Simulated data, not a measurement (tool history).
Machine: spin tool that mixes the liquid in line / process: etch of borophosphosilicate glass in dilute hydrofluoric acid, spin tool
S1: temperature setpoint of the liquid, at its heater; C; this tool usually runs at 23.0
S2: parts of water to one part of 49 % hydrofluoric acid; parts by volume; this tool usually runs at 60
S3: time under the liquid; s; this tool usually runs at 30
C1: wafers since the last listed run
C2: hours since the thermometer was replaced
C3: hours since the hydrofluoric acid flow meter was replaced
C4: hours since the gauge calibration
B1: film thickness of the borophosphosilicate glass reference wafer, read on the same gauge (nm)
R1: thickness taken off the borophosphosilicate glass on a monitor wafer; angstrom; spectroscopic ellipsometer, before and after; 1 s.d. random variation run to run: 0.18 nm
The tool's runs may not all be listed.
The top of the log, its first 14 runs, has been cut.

run 15 day=7.288 | S1=23.0 S2=60 S3=30 | C1=212 C2=23.7 C3=1349.5 C4=183.0 | B1=40.00 | R1=250.4
run 16 day=7.658 | S1=24.5 S2=30 S3=15 | C1=120 C2=32.6 C3=1358.4 C4=191.9 | B1=39.97 | R1=277.8
-- day=7.862 gauge calibrated
-- day=8.175 hydrofluoric acid flow meter replaced
run 17 day=8.392 | S1=23.0 S2=70 S3=50 | C1=224 C2=50.2 C3=5.2 C4=12.7 | B1=39.99 | R1=346.1
run 18 day=9.067 | S1=23.0 S2=60 S3=30 | C1=219 C2=66.4 C3=21.4 C4=28.9 | B1=39.99 | R1=245.9
run 19 day=9.325 | S1=23.0 S2=60 S3=30 | C1=83 C2=72.6 C3=27.6 C4=35.1 | B1=40.02 | R1=248.9
run 20 day=10.000 | S1=18.5 S2=80 S3=15 | C1=219 C2=88.8 C3=43.8 C4=51.3 | B1=39.96 | R1=74.9
run 21 day=10.550 | S1=19.5 S2=75 S3=45 | C1=178 C2=102.0 C3=57.0 C4=64.5 | B1=39.98 | R1=249.4
run 22 day=10.838 | S1=23.0 S2=60 S3=30 | C1=93 C2=108.9 C3=63.9 C4=71.4 | B1=40.01 | R1=246.3
run 23 day=11.142 | S1=21.5 S2=60 S3=30 | C1=98 C2=116.2 C3=71.2 C4=78.7 | B1=39.99 | R1=232.3
run 24 day=11.700 | S1=23.0 S2=60 S3=30 | C1=181 C2=129.6 C3=84.6 C4=92.1 | B1=39.99 | R1=248.5
run 25 day=12.367 | S1=23.0 S2=45 S3=30 | C1=216 C2=145.6 C3=100.6 C4=108.1 | B1=39.99 | R1=335.4
run 26 day=12.621 | S1=20.5 S2=60 S3=40 | C1=82 C2=151.7 C3=106.7 C4=114.2 | B1=39.98 | R1=294.7
run 27 day=13.054 | S1=23.0 S2=60 S3=50 | C1=140 C2=162.1 C3=117.1 C4=124.6 | B1=39.97 | R1=414.3
run 28 day=13.688 | S1=23.0 S2=60 S3=30 | C1=205 C2=177.3 C3=132.3 C4=139.8 | B1=40.02 | R1=245.6
run 29 day=14.246 | S1=21.5 S2=60 S3=45 | C1=181 C2=190.7 C3=145.7 C4=153.2 | B1=39.98 | R1=348.6
run 30 day=14.629 | S1=26.0 S2=60 S3=30 | C1=124 C2=199.9 C3=154.9 C4=162.4 | B1=40.00 | R1=279.6
run 31 day=15.008 | S1=18.5 S2=60 S3=45 | C1=123 C2=209.0 C3=164.0 C4=171.5 | B1=40.01 | R1=306.0
run 32 day=15.500 | S1=26.5 S2=80 S3=25 | C1=159 C2=220.8 C3=175.8 C4=183.3 | B1=39.97 | R1=172.6

Alternative continuations, all from the tool just after run 32; predict every row:
run A day=15.517 | S1=23.0 S2=60 S3=15 | C1=5 C2=221.2 C3=176.2 C4=183.7 | B1=? | R1=?
run B day=15.517 | S1=19.0 S2=50 S3=30 | C1=5 C2=221.2 C3=176.2 C4=183.7 | B1=? | R1=?
run C day=15.517 | S1=23.0 S2=60 S3=35 | C1=5 C2=221.2 C3=176.2 C4=183.7 | B1=? | R1=?
run D day=15.517 | S1=18.0 S2=75 S3=30 | C1=5 C2=221.2 C3=176.2 C4=183.7 | B1=? | R1=?

run=A B1=40.00 R1=122.7
run=B B1=40.00 R1=252.0
run=C B1=40.00 R1=286.2
run=D B1=40.00 R1=156.4
With no hidden state in the tool, these same runs would have given:
run=A R1=122.7
run=B R1=252.0
run=C R1=286.2
run=D R1=156.4
